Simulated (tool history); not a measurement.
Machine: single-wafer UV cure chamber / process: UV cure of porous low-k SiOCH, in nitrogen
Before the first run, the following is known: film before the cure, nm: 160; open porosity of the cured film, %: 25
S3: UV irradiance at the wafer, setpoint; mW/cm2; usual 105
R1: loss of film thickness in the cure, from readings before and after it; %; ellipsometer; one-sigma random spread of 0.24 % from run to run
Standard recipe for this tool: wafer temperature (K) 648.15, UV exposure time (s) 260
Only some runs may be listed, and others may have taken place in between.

{"run": 1, "hour": 0.0, "wafer temperature (K)": 657.15, "UV exposure time (s)": 175, "S3": 105, "R1": 10.413}
{"hour": 1.4, "done": "quartz window cleaned"}
{"run": 2, "hour": 93.7, "wafer temperature (K)": 657.15, "UV exposure time (s)": 175, "S3": 105, "R1": 9.999}
{"run": 3, "hour": 176.9, "wafer temperature (K)": 648.15, "UV exposure time (s)": 260, "S3": 105, "R1": 11.687}
{"run": 4, "hour": 243.0, "wafer temperature (K)": 660.15, "UV exposure time (s)": 260, "S3": 105, "R1": 12.03}
{"run": 5, "hour": 344.9, "wafer temperature (K)": 660.15, "UV exposure time (s)": 260, "S3": 105, "R1": 11.675}
{"run": 6, "hour": 392.6, "wafer temperature (K)": 660.15, "UV exposure time (s)": 260, "S3": 105, "R1": 11.902}
{"hour": 409.9, "done": "quartz window cleaned"}
{"run": 7, "hour": 440.5, "wafer temperature (K)": 648.15, "UV exposure time (s)": 260, "S3": 105, "R1": 11.316}
{"run": 8, "hour": 488.0, "wafer temperature (K)": 648.15, "UV exposure time (s)": 260, "S3": 105, "R1": 11.547}
{"hour": 502.6, "done": "UV bulbs replaced"}
{"run": 9, "hour": 590.2, "wafer temperature (K)": 648.15, "UV exposure time (s)": 260, "S3": 105, "R1": 13.976}
{"run": 10, "hour": 689.9, "wafer temperature (K)": 648.15, "UV exposure time (s)": 260, "S3": 105, "R1": 13.847}
{"run": 11, "hour": 784.3, "wafer temperature (K)": 648.15, "UV exposure time (s)": 260, "S3": 105, "R1": 13.955}
{"hour": 818.6, "done": "quartz window cleaned"}
{"run": 12, "hour": 834.8, "wafer temperature (K)": 648.15, "UV exposure time (s)": 260, "S3": 105, "R1": 13.897}
{"run": 13, "hour": 928.4, "wafer temperature (K)": 658.15, "UV exposure time (s)": 305, "S3": 78, "R1": 13.106}
{"run": 14, "hour": 999.7, "wafer temperature (K)": 648.15, "UV exposure time (s)": 260, "S3": 126, "R1": 14.256}
{"run": 15, "hour": 1048.1, "wafer temperature (K)": 648.15, "UV exposure time (s)": 260, "S3": 105, "R1": 13.404}
{"run": 16, "hour": 1111.8, "wafer temperature (K)": 648.15, "UV exposure time (s)": 120, "S3": 126, "R1": 10.826}
{"hour": 1164.8, "done": "quartz window cleaned"}
{"run": 17, "hour": 1202.8, "wafer temperature (K)": 654.15, "UV exposure time (s)": 310, "S3": 89, "R1": 13.659}
{"run": 18, "hour": 1239.3, "wafer temperature (K)": 648.15, "UV exposure time (s)": 260, "S3": 133, "R1": 14.598}
{"run": 19, "hour": 1328.9, "wafer temperature (K)": 643.15, "UV exposure time (s)": 260, "S3": 105, "R1": 12.704}
{"run": 20, "hour": 1379.6, "wafer temperature (K)": 664.15, "UV exposure time (s)": 220, "S3": 105, "R1": 12.556}
{"run": 21, "hour": 1419.0, "wafer temperature (K)": 648.15, "UV exposure time (s)": 260, "S3": 105, "R1": 12.994}
{"run": 22, "hour": 1494.3, "wafer temperature (K)": 648.15, "UV exposure time (s)": 260, "S3": 92, "R1": 12.249}
{"run": 23, "hour": 1575.4, "wafer temperature (K)": 657.15, "UV exposure time (s)": 395, "S3": 82, "R1": 13.973}
{"hour": 1607.4, "done": "quartz window cleaned"}
{"run": 24, "hour": 1629.4, "wafer temperature (K)": 641.15, "UV exposure time (s)": 160, "S3": 90, "R1": 9.446}

Consider 3 possible next runs. They are alternatives, not a sequence: every one starts from the tool as it was left by run 24. What does each give?
{"run": "A", "hour": 1629.9, "wafer temperature (K)": 648.15, "UV exposure time (s)": 260, "S3": 105, "R1": "?"}
{"run": "B", "hour": 1629.9, "wafer temperature (K)": 654.15, "UV exposure time (s)": 135, "S3": 78, "R1": "?"}
{"run": "C", "hour": 1629.9, "wafer temperature (K)": 633.15, "UV exposure time (s)": 110, "S3": 130, "R1": "?"}

run=A R1=12.687
run=B R1=8.354
run=C R1=9.339
With no hidden state in the tool, these same runs would have given:
run=A R1=14.211
run=B R1=9.748
run=C R1=10.759
